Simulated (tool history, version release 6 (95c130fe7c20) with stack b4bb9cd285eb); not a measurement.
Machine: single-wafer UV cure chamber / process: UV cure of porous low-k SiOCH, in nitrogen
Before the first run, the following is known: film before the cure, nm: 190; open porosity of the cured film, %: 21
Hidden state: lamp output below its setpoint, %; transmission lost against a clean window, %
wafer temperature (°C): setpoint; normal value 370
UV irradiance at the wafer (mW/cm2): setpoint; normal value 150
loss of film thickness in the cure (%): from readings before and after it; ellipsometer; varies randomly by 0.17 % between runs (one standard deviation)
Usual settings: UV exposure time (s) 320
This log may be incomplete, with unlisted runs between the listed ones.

run,hour,wafer temperature (°C),UV exposure time (s),UV irradiance at the wafer (mW/cm2),wafers since the last listed run,hours since the UV bulbs were replaced,wafers since the quartz window was cleaned,loss of film thickness in the cure (%)
1,0,370,320,150,0,1176.3,3508,13.351
2,13.9,370,430,150,84,1190.2,3592,14.476
3,38.1,370,430,150,147,1214.4,3739,14.243
4,64.3,370,430,150,159,1240.6,3899,14.143
5,81.2,370,320,150,102,1257.5,4001,12.881
6,109.6,370,320,150,172,1285.9,4174,12.777
7,139.9,362,320,150,184,1316.2,4358,12.405
8,174,362,320,150,207,1350.3,4565,12.367
# hour 204.5: quartz window cleaned
9,228,362,320,150,279,1404.3,143,13.011
10,263.3,370,320,150,214,1439.6,357,13.512
11,295,370,320,150,192,1471.3,550,13.101
12,325.8,364,440,150,187,1502.1,737,14.41
13,339.9,359,385,169,85,1516.2,823,14.643
14,356.4,370,320,189,100,1532.7,923,14.193
15,384.8,364,440,150,172,1561.1,1096,14.299
16,400,389,505,178,92,1576.3,1188,16.288
17,419.6,358,420,132,119,1595.9,1307,13.199
# hour 464.8: UV bulbs replaced
18,524.6,370,320,150,589,59.8,1897,14.385
19,542.3,370,320,150,107,77.5,2005,14.404
20,557.7,386,130,168,93,92.9,2098,10.905
21,575.6,378,440,181,108,110.8,2207,16.751
22,605.4,370,210,178,181,140.6,2388,13.089
23,630.8,370,320,184,154,166,2543,14.86
24,644.1,370,320,150,80,179.3,2623,14.016
25,679.6,370,320,150,215,214.8,2839,13.999

Each row is a separate what-if for the run after 25, all from the same tool condition, not one after another. Results?
A,680.1,370,320,150,3,215.3,2842,?
B,680.1,361,235,118,3,215.3,2842,?
C,680.1,370,175,177,3,215.3,2842,?
D,680.1,389,460,124,3,215.3,2842,?

run,loss of film thickness in the cure (%)
A,13.741
B,11.087
C,11.747
D,14.907
With no hidden state in the tool, these same runs would have given:
run,loss of film thickness in the cure (%)
A,14.87
B,12.165
C,12.841
D,16.044

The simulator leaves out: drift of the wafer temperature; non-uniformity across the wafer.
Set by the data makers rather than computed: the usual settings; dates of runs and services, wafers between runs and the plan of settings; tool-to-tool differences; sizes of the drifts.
